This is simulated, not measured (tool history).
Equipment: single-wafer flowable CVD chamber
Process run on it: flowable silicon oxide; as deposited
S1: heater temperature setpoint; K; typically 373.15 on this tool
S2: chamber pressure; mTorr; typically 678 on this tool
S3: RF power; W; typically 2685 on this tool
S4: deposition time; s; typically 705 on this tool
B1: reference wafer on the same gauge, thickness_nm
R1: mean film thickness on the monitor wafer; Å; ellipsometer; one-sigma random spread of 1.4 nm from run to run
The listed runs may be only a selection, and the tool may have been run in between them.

run     day      S1   S2    S3   S4       B1       R1
  1   0.000  373.15  678  2685  705  336.458  3015.08
  2   1.521  373.15  678  2685  705  337.407  3004.19
  3   2.738  373.15  678  2685  705  336.610  2995.34
  4   4.629  373.15  678  2685  670  336.854  2812.55
  5   6.892  373.15  678  2685  670  337.113  2809.41
  6   8.608  373.15  678  2685  705  336.343  2945.75
  7   9.875  373.15  678  3115  705  337.276  2985.19
  8  11.112  359.15  678  2685  705  337.134  4420.25
  9  13.071  373.15  678  2685  705  336.413  2925.92
 10  15.021  381.15  566  2890  705  336.567  1944.08
 11  17.208  362.15  678  2685  759  337.050  4325.11
     17.700  -- gauge calibrated
 12  18.838  369.15  817  2490  705  337.293  3890.61
 13  20.875  373.15  678  2420  705  336.627  2819.98
 14  23.725  373.15  514  2685  705  337.094  2177.27
 15  24.862  373.15  544  2685  576  337.056  1890.11
     26.608  -- capacitance manometer re-zeroed and calibrated
 16  27.025  365.15  776  2685  588  337.440  3697.23
 17  29.667  364.15  678  2685  705  337.251  3930.60
     30.004  -- showerhead replaced
     30.096  -- RF generator calibrated
 18  31.933  373.15  630  2685  705  337.214  2824.15
 19  33.354  379.15  678  2460  705  336.915  2495.32
 20  36.262  373.15  678  2360  705  337.391  2940.22
 21  37.475  373.15  678  2685  705  336.939  3012.26
 22  40.150  373.15  516  2480  828  337.075  2671.56
 23  43.512  365.15  593  2510  845  337.024  3932.19
 24  45.221  368.15  604  2685  705  337.282  3091.45
 25  46.758  373.15  678  2685  705  336.806  2986.56
 26  47.904  373.15  678  2685  705  337.213  2982.07
 27  49.800  384.15  822  2495  659  336.434  2432.82

Predict each of these 5 candidate next runs independently; none follows another, all start after run 27:
  A  49.825  373.15  678  2685  705   ?   ?
  B  49.825  377.15  747  2685  705   ?   ?
  C  49.825  373.15  728  2685  705   ?   ?
  D  49.825  383.15  824  2275  630   ?   ?
  E  49.825  384.15  730  2685  784   ?   ?

run       B1       R1
  A  336.824  2976.50
  B  336.824  2917.29
  C  336.824  3198.14
  D  336.824  2348.46
  E  336.824  2592.72
Stripped of hidden state, with their random variation kept, the same runs would have yielded:
run       R1
  A  3167.82
  B  3101.28
  C  3403.71
  D  2491.54
  E  2748.52

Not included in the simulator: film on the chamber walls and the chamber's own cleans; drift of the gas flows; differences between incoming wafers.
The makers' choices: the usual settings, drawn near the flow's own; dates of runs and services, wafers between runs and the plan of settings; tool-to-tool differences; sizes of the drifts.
